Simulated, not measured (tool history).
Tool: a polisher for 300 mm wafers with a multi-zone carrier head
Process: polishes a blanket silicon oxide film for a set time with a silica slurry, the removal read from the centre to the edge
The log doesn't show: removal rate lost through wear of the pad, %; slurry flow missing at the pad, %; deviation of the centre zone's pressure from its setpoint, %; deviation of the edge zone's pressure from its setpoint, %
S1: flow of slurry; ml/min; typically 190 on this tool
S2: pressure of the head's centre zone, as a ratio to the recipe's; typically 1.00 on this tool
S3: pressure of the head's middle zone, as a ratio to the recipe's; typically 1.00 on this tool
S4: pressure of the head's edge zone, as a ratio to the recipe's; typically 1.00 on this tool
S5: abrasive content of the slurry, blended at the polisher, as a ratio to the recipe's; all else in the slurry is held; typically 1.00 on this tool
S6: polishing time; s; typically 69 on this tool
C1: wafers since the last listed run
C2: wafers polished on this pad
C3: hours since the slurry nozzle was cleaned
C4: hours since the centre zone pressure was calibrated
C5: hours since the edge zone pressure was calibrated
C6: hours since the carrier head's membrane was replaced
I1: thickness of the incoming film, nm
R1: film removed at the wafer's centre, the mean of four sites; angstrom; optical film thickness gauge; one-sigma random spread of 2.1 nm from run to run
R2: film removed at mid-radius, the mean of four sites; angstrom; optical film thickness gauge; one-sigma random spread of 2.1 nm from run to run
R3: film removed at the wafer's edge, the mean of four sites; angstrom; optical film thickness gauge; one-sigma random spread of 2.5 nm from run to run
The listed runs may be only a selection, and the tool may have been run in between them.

run 1 hour=0.0 | S1=190 S2=1.00 S3=1.00 S4=1.00 S5=1.00 S6=69 | C1=0 C2=216 C3=655.7 C4=1281.8 C5=420.7 C6=1288.0 | I1=878.3 | R1=2384 R2=2471 R3=2388
run 2 hour=47.0 | S1=190 S2=1.00 S3=1.00 S4=1.00 S5=1.00 S6=69 | C1=363 C2=579 C3=702.7 C4=1328.8 C5=467.7 C6=1335.0 | I1=893.0 | R1=2338 R2=2384 R3=2382
-- hour=76.3 edge zone pressure recalibrated
run 3 hour=112.4 | S1=190 S2=1.00 S3=1.00 S4=1.00 S5=1.00 S6=69 | C1=489 C2=1069 C3=768.1 C4=1394.2 C5=36.1 C6=1400.4 | I1=882.6 | R1=2283 R2=2386 R3=2328
-- hour=137.3 worn pad replaced by a new one
run 4 hour=157.1 | S1=190 S2=1.00 S3=1.00 S4=1.00 S5=1.00 S6=69 | C1=314 C2=153 C3=812.8 C4=1438.9 C5=80.8 C6=1445.1 | I1=875.5 | R1=2403 R2=2478 R3=2399
run 5 hour=220.6 | S1=190 S2=1.00 S3=1.00 S4=1.00 S5=1.00 S6=69 | C1=490 C2=643 C3=876.3 C4=1502.4 C5=144.3 C6=1508.6 | I1=866.0 | R1=2376 R2=2386 R3=2335
run 6 hour=261.3 | S1=190 S2=1.00 S3=1.00 S4=1.00 S5=1.00 S6=69 | C1=314 C2=957 C3=917.0 C4=1543.1 C5=185.0 C6=1549.3 | I1=874.2 | R1=2293 R2=2353 R3=2321
-- hour=266.9 worn pad replaced by a new one
run 7 hour=306.6 | S1=190 S2=1.00 S3=1.00 S4=1.00 S5=1.00 S6=69 | C1=319 C2=307 C3=962.3 C4=1588.4 C5=230.3 C6=1594.6 | I1=879.5 | R1=2359 R2=2461 R3=2359
-- hour=313.5 slurry nozzle cleaned
run 8 hour=335.1 | S1=220 S2=1.00 S3=1.12 S4=1.00 S5=1.00 S6=69 | C1=212 C2=519 C3=21.6 C4=1616.9 C5=258.8 C6=1623.1 | I1=887.7 | R1=2410 R2=2685 R3=2375
-- hour=382.7 centre zone pressure recalibrated
run 9 hour=386.0 | S1=190 S2=1.00 S3=1.00 S4=1.00 S5=1.00 S6=69 | C1=377 C2=897 C3=72.5 C4=3.3 C5=309.7 C6=1674.0 | I1=863.4 | R1=2325 R2=2372 R3=2325
-- hour=391.6 worn pad replaced by a new one
-- hour=440.1 carrier head's membrane replaced by a new one
run 10 hour=451.7 | S1=190 S2=1.00 S3=1.00 S4=1.10 S5=0.90 S6=69 | C1=437 C2=425 C3=138.2 C4=69.0 C5=375.4 C6=11.6 | I1=883.1 | R1=2325 R2=2353 R3=2381
-- hour=456.6 edge zone pressure recalibrated
run 11 hour=499.9 | S1=190 S2=1.00 S3=1.11 S4=1.00 S5=1.00 S6=69 | C1=356 C2=782 C3=186.4 C4=117.2 C5=43.3 C6=59.8 | I1=883.6 | R1=2346 R2=2557 R3=2312
run 12 hour=525.4 | S1=190 S2=1.00 S3=0.90 S4=1.00 S5=1.20 S6=69 | C1=196 C2=979 C3=211.9 C4=142.7 C5=68.8 C6=85.3 | I1=897.0 | R1=2430 R2=2292 R3=2438
-- hour=542.4 worn pad replaced by a new one
run 13 hour=561.1 | S1=190 S2=1.00 S3=1.00 S4=0.93 S5=1.00 S6=69 | C1=244 C2=144 C3=247.6 C4=178.4 C5=104.5 C6=121.0 | I1=883.2 | R1=2408 R2=2445 R3=2336
run 14 hour=591.8 | S1=190 S2=1.00 S3=1.00 S4=0.97 S5=1.20 S6=88 | C1=237 C2=381 C3=278.3 C4=209.1 C5=135.2 C6=151.7 | I1=882.1 | R1=3221 R2=3261 R3=3109
run 15 hour=638.2 | S1=190 S2=1.00 S3=1.00 S4=1.09 S5=1.00 S6=69 | C1=358 C2=740 C3=324.7 C4=255.5 C5=181.6 C6=198.1 | I1=881.4 | R1=2356 R2=2400 R3=2462

Alternative continuations, all from the tool just after run 15; predict every row:
run A hour=638.6 | S1=190 S2=1.12 S3=1.00 S4=1.00 S5=1.00 S6=69 | C1=3 C2=743 C3=325.1 C4=255.9 C5=182.0 C6=198.5 | I1=883.5 | R1=? R2=? R3=?
run B hour=638.6 | S1=215 S2=1.00 S3=1.00 S4=1.00 S5=1.00 S6=69 | C1=3 C2=743 C3=325.1 C4=255.9 C5=182.0 C6=198.5 | I1=883.5 | R1=? R2=? R3=?
run C hour=638.6 | S1=190 S2=1.00 S3=1.00 S4=1.08 S5=1.00 S6=82 | C1=3 C2=743 C3=325.1 C4=255.9 C5=182.0 C6=198.5 | I1=883.5 | R1=? R2=? R3=?
run D hour=638.6 | S1=190 S2=1.00 S3=1.00 S4=1.03 S5=1.15 S6=80 | C1=3 C2=743 C3=325.1 C4=255.9 C5=182.0 C6=198.5 | I1=883.5 | R1=? R2=? R3=?
run E hour=638.6 | S1=190 S2=1.00 S3=1.00 S4=1.00 S5=1.00 S6=50 | C1=3 C2=743 C3=325.1 C4=255.9 C5=182.0 C6=198.5 | I1=883.5 | R1=? R2=? R3=?

run=A R1=2633 R2=2411 R3=2373
run=B R1=2386 R2=2447 R3=2398
run=C R1=2792 R2=2867 R3=2894
run=D R1=2820 R2=2896 R3=2877
run=E R1=1702 R2=1748 R3=1720
What these runs would have given with no unlogged condition in the tool:
run=A R1=2724 R2=2494 R3=2455
run=B R1=2468 R2=2531 R3=2480
run=C R1=2888 R2=2965 R3=2993
run=D R1=2916 R2=2995 R3=2975
run=E R1=1761 R2=1808 R3=1779
